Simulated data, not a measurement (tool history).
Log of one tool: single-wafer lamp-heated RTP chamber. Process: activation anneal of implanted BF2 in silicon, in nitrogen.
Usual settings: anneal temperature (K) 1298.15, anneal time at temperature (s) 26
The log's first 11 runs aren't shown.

| run | hour | anneal temperature (K) | anneal time at temperature (s) | read-back reference wafer on the same gauge, sheet resistance | sheet resistance of the implanted and annealed layer (ohm/square) |
|---|---|---|---|---|---|
|  | 614.9 | reflector plate cleaned |
| 12 | 628.9 | 1298.15 | 26 | 625.24 | 559.98 |
| 13 | 660.6 | 1298.15 | 26 | 625.21 | 557.67 |
|  | 678.0 | gauge calibrated |
| 14 | 685.5 | 1298.15 | 26 | 625.29 | 560.41 |
| 15 | 730.3 | 1306.15 | 26 | 625.22 | 554.34 |
| 16 | 777.3 | 1280.15 | 16 | 625.02 | 587.91 |
| 17 | 803.9 | 1326.15 | 11 | 624.98 | 563.04 |
|  | 896.0 | pyrometer window cleaned and pyrometer calibrated |
| 18 | 951.3 | 1298.15 | 26 | 624.55 | 555.02 |
|  | 1011.5 | reflector plate cleaned |
| 19 | 1012.0 | 1327.15 | 26 | 624.84 | 544.50 |
| 20 | 1077.0 | 1306.15 | 15 | 625.08 | 564.73 |
| 21 | 1131.0 | 1298.15 | 36 | 625.03 | 550.59 |
| 22 | 1260.0 | 1323.15 | 26 | 625.18 | 545.33 |
| 23 | 1290.5 | 1298.15 | 26 | 625.05 | 559.03 |
| 24 | 1319.5 | 1298.15 | 39 | 625.16 | 545.63 |
| 25 | 1369.6 | 1286.15 | 18 | 625.10 | 571.98 |
|  | 1397.7 | pyrometer window cleaned and pyrometer calibrated |
|  | 1401.5 | reflector plate cleaned |
| 26 | 1428.2 | 1298.15 | 26 | 624.99 | 559.48 |
| 27 | 1463.9 | 1269.15 | 11 | 625.19 | 607.32 |
| 28 | 1530.4 | 1298.15 | 30 | 625.12 | 555.72 |
| 29 | 1585.7 | 1314.15 | 20 | 625.16 | 558.70 |
| 30 | 1651.8 | 1298.15 | 19 | 625.53 | 566.72 |
| 31 | 1676.6 | 1282.15 | 14 | 625.34 | 587.22 |
| 32 | 1709.8 | 1298.15 | 26 | 624.93 | 555.98 |
| 33 | 1768.7 | 1298.15 | 26 | 625.14 | 554.57 |
| 34 | 1866.8 | 1315.15 | 39 | 624.98 | 537.02 |
|  | 1888.4 | pyrometer window cleaned and pyrometer calibrated |
|  | 1888.5 | reflector plate cleaned |
| 35 | 1929.1 | 1326.15 | 20 | 625.01 | 550.74 |
| 36 | 1961.2 | 1288.15 | 16 | 624.99 | 579.62 |

Forecast each of these 4 alternatives for the next run:
| A | 1961.6 | 1314.15 | 26 | ? | ? |
| B | 1961.6 | 1311.15 | 21 | ? | ? |
| C | 1961.6 | 1324.15 | 40 | ? | ? |
| D | 1961.6 | 1318.15 | 17 | ? | ? |

| run | read-back reference wafer on the same gauge, sheet resistance | sheet resistance of the implanted and annealed layer (ohm/square) |
|---|---|---|
| A | 624.74 | 553.70 |
| B | 624.74 | 560.01 |
| C | 624.74 | 538.21 |
| D | 624.74 | 560.94 |
Without the tool's hidden state the same runs would have given:
| run | sheet resistance of the implanted and annealed layer (ohm/square) |
|---|---|
| A | 553.91 |
| B | 560.25 |
| C | 538.46 |
| D | 561.18 |

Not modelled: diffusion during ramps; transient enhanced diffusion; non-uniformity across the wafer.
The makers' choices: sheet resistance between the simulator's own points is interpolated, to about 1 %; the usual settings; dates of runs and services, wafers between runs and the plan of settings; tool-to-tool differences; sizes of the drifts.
